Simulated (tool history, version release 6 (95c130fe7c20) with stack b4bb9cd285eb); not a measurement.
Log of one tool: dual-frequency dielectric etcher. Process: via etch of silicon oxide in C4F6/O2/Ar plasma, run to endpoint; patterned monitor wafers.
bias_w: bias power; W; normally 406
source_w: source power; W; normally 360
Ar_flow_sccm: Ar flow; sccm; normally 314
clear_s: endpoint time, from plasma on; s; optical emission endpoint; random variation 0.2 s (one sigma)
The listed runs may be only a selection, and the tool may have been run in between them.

| run | hour | bias_w | source_w | Ar_flow_sccm | wafers since the last listed run | hours since the last wet clean | hours since the last bias power generator calibration | hours since the last source power generator calibration | hours since the last Ar flow controller change | hours since the last upper electrode change | incoming incoming film thickness, nm | clear_s |
|---|---|---|---|---|---|---|---|---|---|---|---|---|
| 1 | 0.0 | 371 | 360 | 314 | 0 | 134.5 | 3375.7 | 2721.2 | 6081.6 | 3769.1 | 137.2 | 37.5 |
| 2 | 7.2 | 371 | 360 | 314 | 113 | 141.7 | 3382.9 | 2728.4 | 6088.8 | 3776.3 | 137.4 | 37.6 |
| 3 | 18.7 | 406 | 360 | 365 | 181 | 153.2 | 3394.4 | 2739.9 | 6100.3 | 3787.8 | 137.0 | 37.1 |
| 4 | 25.4 | 406 | 360 | 365 | 105 | 159.9 | 3401.1 | 2746.6 | 6107.0 | 3794.5 | 138.0 | 37.3 |
| 5 | 34.1 | 406 | 360 | 365 | 137 | 168.6 | 3409.8 | 2755.3 | 6115.7 | 3803.2 | 136.1 | 36.7 |
| 6 | 48.6 | 406 | 360 | 358 | 228 | 183.1 | 3424.3 | 2769.8 | 6130.2 | 3817.7 | 136.9 | 37.0 |
| 7 | 63.6 | 406 | 360 | 358 | 236 | 198.1 | 3439.3 | 2784.8 | 6145.2 | 3832.7 | 136.4 | 37.3 |
| 8 | 78.9 | 406 | 360 | 358 | 241 | 213.4 | 3454.6 | 2800.1 | 6160.5 | 3848.0 | 137.4 | 37.0 |
| 9 | 108.8 | 465 | 360 | 314 | 471 | 243.3 | 3484.5 | 2830.0 | 6190.4 | 3877.9 | 137.1 | 36.1 |
|  | 118.9 | bias power generator calibrated |
|  | 124.7 | Ar flow controller replaced |
| 10 | 125.2 | 406 | 360 | 314 | 105 | 259.7 | 6.3 | 2846.4 | 0.5 | 3894.3 | 138.7 | 37.7 |
| 11 | 134.9 | 406 | 360 | 314 | 153 | 269.4 | 16.0 | 2856.1 | 10.2 | 3904.0 | 137.0 | 37.5 |
| 12 | 151.1 | 406 | 360 | 314 | 255 | 285.6 | 32.2 | 2872.3 | 26.4 | 3920.2 | 137.6 | 37.6 |
| 13 | 160.7 | 354 | 360 | 248 | 151 | 295.2 | 41.8 | 2881.9 | 36.0 | 3929.8 | 137.9 | 37.9 |
|  | 190.4 | upper electrode replaced |
| 14 | 190.9 | 486 | 330 | 314 | 97 | 325.4 | 72.0 | 2912.1 | 66.2 | 0.5 | 138.1 | 37.6 |
| 15 | 191.2 | 316 | 330 | 346 | 4 | 325.7 | 72.3 | 2912.4 | 66.5 | 0.8 | 138.1 | 43.1 |
| 16 | 198.7 | 406 | 360 | 314 | 118 | 333.2 | 79.8 | 2919.9 | 74.0 | 8.3 | 137.3 | 37.7 |
| 17 | 214.4 | 380 | 290 | 282 | 247 | 348.9 | 95.5 | 2935.6 | 89.7 | 24.0 | 137.7 | 43.8 |
| 18 | 224.4 | 308 | 360 | 314 | 157 | 358.9 | 105.5 | 2945.6 | 99.7 | 34.0 | 136.1 | 40.6 |
|  | 241.7 | source power generator calibrated |
|  | 260.6 | wet clean of the chamber |
| 19 | 261.1 | 406 | 360 | 254 | 216 | 0.5 | 142.2 | 19.4 | 136.4 | 70.7 | 135.9 | 35.3 |
| 20 | 293.5 | 457 | 360 | 254 | 511 | 32.9 | 174.6 | 51.8 | 168.8 | 103.1 | 136.9 | 34.4 |
| 21 | 301.1 | 406 | 360 | 314 | 119 | 40.5 | 182.2 | 59.4 | 176.4 | 110.7 | 137.0 | 36.4 |
| 22 | 311.5 | 406 | 360 | 314 | 164 | 50.9 | 192.6 | 69.8 | 186.8 | 121.1 | 137.9 | 36.4 |
| 23 | 320.4 | 344 | 410 | 376 | 140 | 59.8 | 201.5 | 78.7 | 195.7 | 130.0 | 138.3 | 36.4 |
| 24 | 337.2 | 367 | 420 | 375 | 265 | 76.6 | 218.3 | 95.5 | 212.5 | 146.8 | 136.4 | 34.7 |

Predict each of these 4 candidate next runs independently; none follows another, all start after run 24:
| A | 337.6 | 406 | 360 | 273 | 6 | 77.0 | 218.7 | 95.9 | 212.9 | 147.2 | 138.6 | ? |
| B | 337.6 | 406 | 430 | 314 | 6 | 77.0 | 218.7 | 95.9 | 212.9 | 147.2 | 138.6 | ? |
| C | 337.6 | 356 | 440 | 336 | 6 | 77.0 | 218.7 | 95.9 | 212.9 | 147.2 | 138.6 | ? |
| D | 337.6 | 406 | 440 | 314 | 6 | 77.0 | 218.7 | 95.9 | 212.9 | 147.2 | 138.6 | ? |

| run | clear_s |
|---|---|
| A | 36.1 |
| B | 33.0 |
| C | 34.0 |
| D | 32.6 |
With the hidden condition removed and each run's random variation left untouched, the same runs would have given:
| run | clear_s |
|---|---|
| A | 35.7 |
| B | 32.6 |
| C | 33.7 |
| D | 32.2 |
